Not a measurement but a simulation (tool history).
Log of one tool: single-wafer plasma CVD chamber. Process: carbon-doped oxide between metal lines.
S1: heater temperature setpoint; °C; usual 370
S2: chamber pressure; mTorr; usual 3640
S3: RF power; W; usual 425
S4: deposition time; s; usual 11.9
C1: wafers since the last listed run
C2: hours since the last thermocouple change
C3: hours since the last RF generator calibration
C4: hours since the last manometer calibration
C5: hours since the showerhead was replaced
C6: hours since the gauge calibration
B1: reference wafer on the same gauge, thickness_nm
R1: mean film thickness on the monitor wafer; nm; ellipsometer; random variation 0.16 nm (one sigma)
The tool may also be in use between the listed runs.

run,day,S1,S2,S3,S4,C1,C2,C3,C4,C5,C6,B1,R1
1,0,370,3640,490,11.9,0,594.3,1784.6,2133.1,7429.2,501.2,61.29,58.865
2,0.558,370,3640,425,13.3,564,607.7,1798,2146.5,7442.6,514.6,61.266,61.203
3,1.933,370,3640,380,12.9,1391,640.7,1831,2179.5,7475.6,547.6,61.319,56.066
4,2.433,370,3640,380,12.9,505,652.7,1843,2191.5,7487.6,559.6,61.294,55.761
5,3.254,370,3640,425,11.9,830,672.4,1862.7,2211.2,7507.3,579.3,61.337,54.538
6,4.029,370,3640,425,11.9,784,691,1881.3,2229.8,7525.9,597.9,61.307,54.881
7,4.633,370,3640,425,11.9,611,705.5,1895.8,2244.3,7540.4,612.4,61.345,54.637
8,5.35,370,3640,425,11.9,725,722.7,1913,2261.5,7557.6,629.6,61.282,54.38
9,6.238,364,3000,425,11.9,897,744,1934.3,2282.8,7578.9,650.9,61.259,54.581
10,6.879,364,3000,425,11.9,649,759.4,1949.7,2298.2,7594.3,666.3,61.302,54.167
11,7.829,364,3000,425,11.9,961,782.2,1972.5,2321,7617.1,689.1,61.331,54.682
# day 9.471: RF generator calibrated
12,9.492,370,3070,425,11.9,1344,822.1,0.5,2360.9,7657,729,61.309,53.338
13,10.192,370,2880,425,11.9,708,838.9,17.3,2377.7,7673.8,745.8,61.327,53.369
14,11.421,357,4450,480,13.1,1243,868.4,46.8,2407.2,7703.3,775.3,61.282,68.381
# day 13.508: gauge calibrated
# day 13.621: showerhead replaced
# day 14.321: thermocouple changed; heater temperature recalibrated
15,14.942,370,3640,425,11.9,2887,14.9,131.3,2491.7,31.7,34.4,61.312,54.697
# day 16.071: capacitance manometer re-zeroed and calibrated
16,16.092,379,3280,425,11.9,826,42.5,158.9,0.5,59.3,62,61.258,52.805

The next listed run, before its measurement:
17,17.029,370,3640,425,11.9,948,65,181.4,23,81.8,84.5,?,?

{"run 17": {"B1": 61.31, "R1": 54.857}}
Without the tool's hidden state the same run would have given R1 54.857 nm.
